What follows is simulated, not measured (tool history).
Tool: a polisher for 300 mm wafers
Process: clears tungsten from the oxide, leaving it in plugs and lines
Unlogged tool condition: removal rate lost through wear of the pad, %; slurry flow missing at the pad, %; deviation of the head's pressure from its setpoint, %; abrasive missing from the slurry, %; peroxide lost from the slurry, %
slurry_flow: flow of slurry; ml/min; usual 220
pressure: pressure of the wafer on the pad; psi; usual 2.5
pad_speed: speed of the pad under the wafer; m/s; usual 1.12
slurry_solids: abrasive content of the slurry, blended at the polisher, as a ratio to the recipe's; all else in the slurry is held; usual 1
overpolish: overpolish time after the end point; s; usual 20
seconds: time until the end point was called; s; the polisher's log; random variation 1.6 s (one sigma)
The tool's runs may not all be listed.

run    hour  slurry_flow  pressure  pad_speed  slurry_solids  overpolish  wafers since the last listed run  wafers polished on this pad  hours since the slurry nozzle was cleaned  hours since the head pressure was calibrated  hours since the slurry blender was calibrated  hours since the slurry got fresh peroxide  incoming thickness of the incoming film, nm  seconds
  1       0          160       2.5       1.12              1          20                                 0                          835                                        361                                         570.2                                          561.1                                      504.2                                        383.7    115.2
       67.4  -- slurry tank refilled with fresh slurry and peroxide
  2   101.4          160       2.5       1.12              1          20                               581                         1417                                      462.4                                         671.6                                          662.5                                         34                                        387.1    118.3
  3   141.8          160       2.5       1.12              1          20                               234                         1651                                      502.8                                           712                                          702.9                                       74.4                                        390.7    122.4
      156.4  -- head pressure recalibrated
      160.8  -- slurry blender recalibrated
  4   214.7          220       2.5       1.12              1          26                               399                         2050                                      575.7                                          58.3                                           53.9                                      147.3                                        388.9    109.4
      243.8  -- slurry nozzle cleaned
  5   323.1          220       3.1       1.12              1          20                               622                         2672                                       79.3                                         166.7                                          162.3                                      255.7                                        389.3     96.2
  6   374.2          220       2.9       1.12              1          20                               295                         2968                                      130.4                                         217.8                                          213.4                                      306.8                                        388.7     99.1
  7   414.4          290       3.3       1.12              1          20                               232                         3201                                      170.6                                           258                                          253.6                                        347                                        381.8       86
      498.4  -- worn pad replaced by a new one
  8   505.2          290       2.5       1.02              1          14                               502                           39                                      261.4                                         348.8                                          344.4                                      437.8                                        384.6    114.7
  9   543.7          150       2.5       1.12              1          31                               223                          262                                      299.9                                         387.3                                          382.9                                      476.3                                        385.5    116.8
      650.3  -- slurry tank refilled with fresh slurry and peroxide
 10     651          220       2.5       1.04              1          16                               615                          877                                      407.2                                         494.6                                          490.2                                        0.7                                        397.5      121
 11   741.3          220       2.5       1.12              1          20                               523                         1400                                      497.5                                         584.9                                          580.5                                         91                                        389.3    115.1
 12   782.8          195       2.5       1.12              1          17                               240                         1641                                        539                                         626.4                                            622                                      132.5                                        389.7    112.3
      822.8  -- slurry blender recalibrated
 13   846.2          220       2.5       1.12              1          20                               355                         1996                                      602.4                                         689.8                                           23.4                                      195.9                                        391.2    106.9
 14   899.7          220       2.5       1.12              1          20                               309                         2306                                      655.9                                         743.3                                           76.9                                      249.4                                        389.7    107.4
      917.9  -- slurry nozzle cleaned
      939.6  -- head pressure recalibrated
 15   990.4          220       3.1       1.52              1          20                               507                         2814                                       72.5                                          50.8                                          167.6                                      340.1                                        392.7       72
 16  1083.4          220       3.3       1.12              1          29                               538                         3353                                      165.5                                         143.8                                          260.6                                      433.1                                        392.7     93.3
     1096.4  -- worn pad replaced by a new one
 17  1127.4          265         2        0.9              1          20                               231                          179                                      209.5                                         187.8                                          304.6                                      477.1                                        391.7    152.1
 18  1220.9          220       2.5       0.78              1          29                               541                          721                                        303                                         281.3                                          398.1                                      570.6                                          390    157.5
 19    1283          220       2.5       1.12              1          20                               359                         1080                                      365.1                                         343.4                                          460.2                                      632.7                                        397.3    112.8
       1293  -- slurry tank refilled with fresh slurry and peroxide
 20  1364.5          220       2.5       1.12           0.85          20                               466                         1547                                      446.6                                         424.9                                          541.7                                       71.5                                        386.2    112.2
 21  1416.1          220       2.5       1.12              1          20                               298                         1845                                      498.2                                         476.5                                          593.3                                      123.1                                        389.8    113.8
     1419.8  -- slurry blender recalibrated
 22    1457          270       1.8       1.12              1          23                               225                         2071                                      539.1                                         517.4                                           37.2                                        164                                        385.5      127
     1534.2  -- slurry nozzle cleaned
 23  1541.9          220       2.5       0.88              1          20                               485                         2557                                        7.7                                         602.3                                          122.1                                      248.9                                        388.9    134.8
 24    1583          220       2.5       1.12              1          20                               238                         2795                                       48.8                                         643.4                                          163.2                                        290                                        389.9    110.6
 25    1637          220       2.5       1.12              1          20                               312                         3108                                      102.8                                         697.4                                          217.2                                        344                                        386.1    107.1

Entry by entry between the runs, the difference in hidden state between the last listed run before and the first listed run after:
From run 1 to run 2: slurry tank refilled with fresh slurry and peroxide (hour 67.4)
  abrasive missing from the slurry, %: 26.7 -> 36.5
  measured less the result without the state, seconds: +5.6 -> +8.1 s
From run 3 to run 4: head pressure recalibrated (hour 156.4); slurry blender recalibrated (hour 160.8)
  abrasive missing from the slurry, %: 40.9 -> 1.47
  measured less the result without the state, seconds: +9.5 -> +0.2 s
From run 4 to run 5: slurry nozzle cleaned (hour 243.8)
  abrasive missing from the slurry, %: 1.47 -> 3.32
  measured less the result without the state, seconds: +0.2 -> +0.6 s
From run 7 to run 8: worn pad replaced by a new one (hour 498.4)
  abrasive missing from the slurry, %: 6.32 -> 10.6
  measured less the result without the state, seconds: +1 -> +2.1 s
From run 9 to run 10: slurry tank refilled with fresh slurry and peroxide (hour 650.3)
  abrasive missing from the slurry, %: 12.8 -> 20.2
  measured less the result without the state, seconds: +2.7 -> +4.4 s
From run 12 to run 13: slurry blender recalibrated (hour 822.8)
  abrasive missing from the slurry, %: 31.8 -> 1.49
  measured less the result without the state, seconds: +6.6 -> +0.2 s
From run 14 to run 15: slurry nozzle cleaned (hour 917.9); head pressure recalibrated (hour 939.6)
  abrasive missing from the slurry, %: 1.91 -> 3.67
  measured less the result without the state, seconds: +0.3 -> +0.4 s
From run 16 to run 17: worn pad replaced by a new one (hour 1096.4)
  abrasive missing from the slurry, %: 6.82 -> 8.78
  measured less the result without the state, seconds: +1.1 -> +2.3 s
From run 19 to run 20: slurry tank refilled with fresh slurry and peroxide (hour 1293)
  abrasive missing from the slurry, %: 18.2 -> 24.7
  measured less the result without the state, seconds: +3.6 -> +4.9 s
From run 21 to run 22: slurry blender recalibrated (hour 1419.8)
  abrasive missing from the slurry, %: 29.3 -> 3.91
  measured less the result without the state, seconds: +6.1 -> +0.9 s
From run 22 to run 23: slurry nozzle cleaned (hour 1534.2)
  abrasive missing from the slurry, %: 3.91 -> 4.98
  measured less the result without the state, seconds: +0.9 -> +1.2 s
